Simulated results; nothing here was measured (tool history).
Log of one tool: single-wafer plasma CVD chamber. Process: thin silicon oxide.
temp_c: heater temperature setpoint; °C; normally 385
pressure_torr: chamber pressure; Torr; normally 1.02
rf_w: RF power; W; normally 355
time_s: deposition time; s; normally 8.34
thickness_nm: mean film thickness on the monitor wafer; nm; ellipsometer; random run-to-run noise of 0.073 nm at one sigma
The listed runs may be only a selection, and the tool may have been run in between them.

run	hour	temp_c	pressure_torr	rf_w	time_s	wafers since the last listed run	hours since the last thermocouple change	hours since the last RF generator calibration	hours since the last manometer calibration	hours since the showerhead was replaced	hours since the gauge calibration	read-back reference wafer on the same gauge, thickness_nm	thickness_nm
1	0.0	385	1.02	355	8.34	0	591.7	670.2	1038.8	5799.0	2765.9	19.988	18.499
2	45.2	385	1.02	355	8.34	2101	636.9	715.4	1084.0	5844.2	2811.1	19.982	18.479
3	81.7	385	1.02	355	7.56	1697	673.4	751.9	1120.5	5880.7	2847.6	19.974	16.687
4	169.5	385	1.02	355	7.56	4082	761.2	839.7	1208.3	5968.5	2935.4	20.010	16.735
5	267.6	385	1.02	355	7.56	4561	859.3	937.8	1306.4	6066.6	3033.5	20.050	16.695
6	327.8	385	0.86	355	8.34	2799	919.5	998.0	1366.6	6126.8	3093.7	20.005	15.617
7	376.0	385	1.02	355	8.34	2241	967.7	1046.2	1414.8	6175.0	3141.9	19.990	18.343
8	439.2	374	1.14	295	8.90	2938	1030.9	1109.4	1478.0	6238.2	3205.1	19.960	19.679
# hour 473.4: RF generator calibrated
9	528.1	385	1.02	355	8.34	3761	1119.8	54.7	1566.9	6327.1	3294.0	19.985	18.783
10	565.4	374	1.18	355	7.27	1734	1157.1	92.0	1604.2	6364.4	3331.3	20.006	18.339
# hour 761.6: thermocouple changed; heater temperature recalibrated
11	838.3	381	1.02	300	8.34	12317	76.7	364.9	1877.1	6637.3	3604.2	20.018	17.085
# hour 884.4: gauge calibrated
12	892.1	385	1.02	390	9.86	2501	130.5	418.7	1930.9	6691.1	7.7	20.051	22.858
13	967.5	377	1.02	355	8.98	3505	205.9	494.1	2006.3	6766.5	83.1	19.988	20.083
14	1083.1	385	1.12	300	8.34	5375	321.5	609.7	2121.9	6882.1	198.7	19.977	18.390
15	1167.3	385	1.02	310	7.55	3915	405.7	693.9	2206.1	6966.3	282.9	19.984	15.826
16	1252.0	385	1.02	415	8.34	3938	490.4	778.6	2290.8	7051.0	367.6	19.961	19.796
# hour 1266.0: showerhead replaced
17	1289.8	385	0.80	355	9.57	1385	528.2	816.4	2328.6	23.8	405.4	19.988	16.441
18	1364.2	378	1.02	375	8.34	3459	602.6	890.8	2403.0	98.2	479.8	20.030	18.844
# hour 1396.9: capacitance manometer re-zeroed and calibrated
19	1412.6	385	1.02	310	8.34	1878	651.0	939.2	15.7	146.6	528.2	19.967	17.263
20	1460.3	385	1.02	355	8.80	2217	698.7	986.9	63.4	194.3	575.9	20.030	19.393
21	1524.9	385	1.02	355	8.80	3003	763.3	1051.5	128.0	258.9	640.5	19.992	19.296
22	1592.1	385	1.02	355	8.34	3124	830.5	1118.7	195.2	326.1	707.7	19.994	18.467
23	1696.6	385	1.02	355	6.89	4858	935.0	1223.2	299.7	430.6	812.2	20.006	15.275
# hour 1756.6: RF generator calibrated
24	1770.0	385	1.02	355	8.34	3040	1008.4	13.4	373.1	504.0	885.6	20.011	18.614
25	1925.2	385	1.02	355	8.34	7216	1163.6	168.6	528.3	659.2	1040.8	19.961	18.740
26	2029.7	385	1.02	355	8.34	4858	1268.1	273.1	632.8	763.7	1145.3	19.984	18.751
27	2074.0	385	1.02	355	8.80	2059	1312.4	317.4	677.1	808.0	1189.6	19.987	19.651
28	2136.5	390	1.15	285	7.75	2906	1374.9	379.9	739.6	870.5	1252.1	20.006	16.935

4 options for the next run, each taken on its own from the tool as it stands now. Forecast them:
A	2136.9	385	1.02	355	8.34	18	1375.3	380.3	740.0	870.9	1252.5	?	?
B	2136.9	395	0.86	425	9.11	18	1375.3	380.3	740.0	870.9	1252.5	?	?
C	2136.9	385	0.88	355	8.34	18	1375.3	380.3	740.0	870.9	1252.5	?	?
D	2136.9	395	0.81	385	9.94	18	1375.3	380.3	740.0	870.9	1252.5	?	?

run	read-back reference wafer on the same gauge, thickness_nm	thickness_nm
A	20.012	18.657
B	20.012	18.483
C	20.012	16.173
D	20.012	18.030
What these runs would have given with no unlogged condition in the tool:
run	thickness_nm
A	18.788
B	18.600
C	16.287
D	18.145

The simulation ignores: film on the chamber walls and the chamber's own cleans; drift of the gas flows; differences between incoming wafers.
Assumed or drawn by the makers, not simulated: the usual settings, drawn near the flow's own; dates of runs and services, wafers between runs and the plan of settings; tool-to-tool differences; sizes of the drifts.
